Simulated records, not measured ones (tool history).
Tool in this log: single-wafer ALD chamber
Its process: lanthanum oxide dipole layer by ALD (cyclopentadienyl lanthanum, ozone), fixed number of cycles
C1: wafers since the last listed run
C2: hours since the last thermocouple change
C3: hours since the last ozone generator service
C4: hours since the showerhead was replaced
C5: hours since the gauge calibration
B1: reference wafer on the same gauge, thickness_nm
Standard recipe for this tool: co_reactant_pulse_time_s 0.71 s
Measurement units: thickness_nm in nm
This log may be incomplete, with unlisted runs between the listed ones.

Run 1, day 0.000: usual settings; C1 0; C2 1850.2; C3 331.4; C4 3889.8; C5 61.5; B1 0.388. Result: thickness_nm 0.440 nm.
Run 2, day 2.821: usual settings; C1 1158; C2 1917.9; C3 399.1; C4 3957.5; C5 129.2; B1 0.386. Result: thickness_nm 0.441 nm.
Run 3, day 4.804: usual settings; C1 814; C2 1965.5; C3 446.7; C4 4005.1; C5 176.8; B1 0.386. Result: thickness_nm 0.441 nm.
Run 4, day 6.154: usual settings but co_reactant_pulse_time_s 0.59 s; C1 554; C2 1997.9; C3 479.1; C4 4037.5; C5 209.2; B1 0.385. Result: thickness_nm 0.401 nm.
At day 7.808: showerhead replaced.
At day 9.008: thermocouple changed; heater temperature recalibrated.
Run 5, day 9.079: usual settings; C1 927; C2 1.7; C3 549.3; C4 30.5; C5 279.4; B1 0.385. Result: thickness_nm 0.438 nm.
At day 9.908: ozone generator serviced.
Run 6, day 10.612: usual settings; C1 492; C2 38.5; C3 16.9; C4 67.3; C5 316.2; B1 0.385. Result: thickness_nm 0.437 nm.
Run 7, day 13.538: usual settings; C1 1200; C2 108.7; C3 87.1; C4 137.5; C5 386.4; B1 0.384. Result: thickness_nm 0.440 nm.
At day 13.738: gauge calibrated.
Run 8, day 14.608: usual settings but co_reactant_pulse_time_s 0.87 s; C1 439; C2 134.4; C3 112.8; C4 163.2; C5 20.9; B1 0.389. Result: thickness_nm 0.482 nm.
Run 9, day 16.346: usual settings but co_reactant_pulse_time_s 0.95 s; C1 713; C2 176.1; C3 154.5; C4 204.9; C5 62.6; B1 0.388. Result: thickness_nm 0.497 nm.
Run 10, day 17.725: usual settings; C1 566; C2 209.2; C3 187.6; C4 238.0; C5 95.7; B1 0.387. Result: thickness_nm 0.442 nm.
Run 11, day 19.192: usual settings; C1 602; C2 244.4; C3 222.8; C4 273.2; C5 130.9; B1 0.386. Result: thickness_nm 0.440 nm.
Run 12, day 20.600: usual settings but co_reactant_pulse_time_s 0.96 s; C1 578; C2 278.2; C3 256.6; C4 307.0; C5 164.7; B1 0.386. Result: thickness_nm 0.491 nm.
Run 13, day 22.042: usual settings; C1 591; C2 312.8; C3 291.2; C4 341.6; C5 199.3; B1 0.385. Result: thickness_nm 0.441 nm.
Run 14, day 23.508: usual settings but co_reactant_pulse_time_s 0.84 s; C1 602; C2 348.0; C3 326.4; C4 376.8; C5 234.5; B1 0.385. Result: thickness_nm 0.469 nm.

Predict each of these 5 candidate next runs independently; none follows another, all start after run 14:
Run A, day 23.525: usual settings but co_reactant_pulse_time_s 0.58 s; C1 6; C2 348.4; C3 326.8; C4 377.2; C5 234.9; B1 ?. Result: thickness_nm ?.
Run B, day 23.525: usual settings but co_reactant_pulse_time_s 0.78 s; C1 6; C2 348.4; C3 326.8; C4 377.2; C5 234.9; B1 ?. Result: thickness_nm ?.
Run C, day 23.525: usual settings but co_reactant_pulse_time_s 0.50 s; C1 6; C2 348.4; C3 326.8; C4 377.2; C5 234.9; B1 ?. Result: thickness_nm ?.
Run D, day 23.525: usual settings but co_reactant_pulse_time_s 0.46 s; C1 6; C2 348.4; C3 326.8; C4 377.2; C5 234.9; B1 ?. Result: thickness_nm ?.
Run E, day 23.525: usual settings but co_reactant_pulse_time_s 0.83 s; C1 6; C2 348.4; C3 326.8; C4 377.2; C5 234.9; B1 ?. Result: thickness_nm ?.

run     B1  thickness_nm
  A  0.385         0.400
  B  0.385         0.459
  C  0.385         0.369
  D  0.385         0.352
  E  0.385         0.470
Without the tool's hidden state the same runs would have given:
run  thickness_nm
  A         0.405
  B         0.465
  C         0.374
  D         0.356
  E         0.476

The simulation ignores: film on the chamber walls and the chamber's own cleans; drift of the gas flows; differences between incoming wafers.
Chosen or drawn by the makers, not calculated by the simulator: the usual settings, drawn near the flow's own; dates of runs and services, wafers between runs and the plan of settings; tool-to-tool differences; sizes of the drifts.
